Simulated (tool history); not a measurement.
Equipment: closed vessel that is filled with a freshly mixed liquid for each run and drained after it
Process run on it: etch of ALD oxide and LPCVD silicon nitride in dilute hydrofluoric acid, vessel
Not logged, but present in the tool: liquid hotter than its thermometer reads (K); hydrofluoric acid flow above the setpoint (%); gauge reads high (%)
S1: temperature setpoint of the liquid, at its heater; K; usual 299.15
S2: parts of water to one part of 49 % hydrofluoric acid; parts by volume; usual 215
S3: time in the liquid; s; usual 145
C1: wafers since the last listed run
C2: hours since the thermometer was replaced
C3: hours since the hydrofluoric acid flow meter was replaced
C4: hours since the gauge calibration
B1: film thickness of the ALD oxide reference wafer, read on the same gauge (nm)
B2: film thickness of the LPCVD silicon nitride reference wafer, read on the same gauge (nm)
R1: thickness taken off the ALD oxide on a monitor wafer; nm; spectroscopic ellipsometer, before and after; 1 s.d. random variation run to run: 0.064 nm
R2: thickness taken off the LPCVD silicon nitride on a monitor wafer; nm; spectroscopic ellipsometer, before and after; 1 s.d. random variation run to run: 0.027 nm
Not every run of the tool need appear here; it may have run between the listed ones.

run     day      S1   S2   S3    C1     C2     C3     C4     B1       B2     R1     R2
  1   0.000  297.15  215  145     0  717.1   46.8  318.0  39.97   99.981   8.32  0.333
  2   0.388  299.15  215  145  1244  726.4   56.1  327.3  39.97   99.986   8.93  0.372
  3   0.888  299.15  150  145  1605  738.4   68.1  339.3  40.03  100.004  13.98  0.486
  4   1.188  299.15  150  145   963  745.6   75.3  346.5  40.02   99.990  13.73  0.561
  5   1.854  299.15  150  145  2141  761.6   91.3  362.5  39.95  100.020  13.96  0.555
  6   2.175  299.15  215  200  1030  769.3   99.0  370.2  40.00  100.021  12.12  0.509
  7   2.850  299.15  215  145  2167  785.5  115.2  386.4  40.03  100.001   9.04  0.397
  8   3.254  301.65  135   80  1298  795.2  124.9  396.1  40.06  100.013   9.50  0.403
  9   3.517  299.15  215  145   843  801.5  131.2  402.4  39.98  100.010   8.98  0.325
 10   4.188  302.65  300   90  2154  817.6  147.3  418.5  40.01  100.009   4.06  0.204
 11   4.546  299.15  160  145  1150  826.2  155.9  427.1  40.02  100.027  13.03  0.517
      4.654  -- thermometer replaced
 12   5.058  299.15  215  110  1512    9.7  168.2  439.4  39.98  100.014   6.35  0.242
 13   5.712  303.15  125  145  2100   25.4  183.9  455.1  39.97  100.029  18.74  0.790
 14   6.279  300.65  130  110  1819   39.0  197.5  468.7  39.98   99.983  12.55  0.491
      6.279  -- gauge calibrated
 15   6.925  297.65  120  180  2074   54.5  213.0   15.5  40.01   99.984  19.88  0.677
 16   7.538  299.15  215  145  1967   69.2  227.7   30.2  40.04  100.004   8.52  0.331
 17   7.829  301.15  310  145   936   76.2  234.7   37.2  40.00   99.997   5.64  0.254
 18   8.296  299.15  215  145  1498   87.4  245.9   48.4  39.99   99.955   8.51  0.330
 19   8.658  299.15  215  145  1164   96.1  254.6   57.1  39.97   99.988   8.47  0.354
 20   9.196  299.15  215  215  1726  109.0  267.5   70.0  39.97   99.975  12.83  0.515
 21   9.600  299.15  215  145  1298  118.7  277.2   79.7  39.99   99.988   8.57  0.324
 22   9.933  303.15  305  110  1070  126.7  285.2   87.7  39.99  100.012   4.71  0.215
 23  10.412  299.15  215  145  1538  138.2  296.7   99.2  40.03  100.006   8.58  0.303
 24  10.804  303.15  215  105  1257  147.6  306.1  108.6  40.00  100.027   7.11  0.253
 25  11.154  303.15  250  215  1124  156.0  314.5  117.0  39.95   99.999  12.15  0.556
 26  11.625  301.65  215   85  1512  167.3  325.8  128.3  40.00  100.011   5.42  0.240
 27  11.888  299.15  245  105   843  173.6  332.1  134.6  40.00   99.997   5.31  0.189

Alternative continuations, all from the tool just after run 27; predict every row:
  A  11.917  299.15  215  145  93  174.3  332.8  135.3   ?   ?   ?   ?
  B  11.917  302.65  270   80  93  174.3  332.8  135.3   ?   ?   ?   ?
  C  11.917  301.15  215  210  93  174.3  332.8  135.3   ?   ?   ?   ?

run     B1      B2     R1     R2
  A  39.98  99.978   8.68  0.323
  B  39.98  99.978   4.04  0.174
  C  39.98  99.978  13.49  0.528
Without the tool's hidden state the same runs would have given:
run     R1     R2
  A   8.47  0.309
  B   3.95  0.167
  C  13.17  0.506
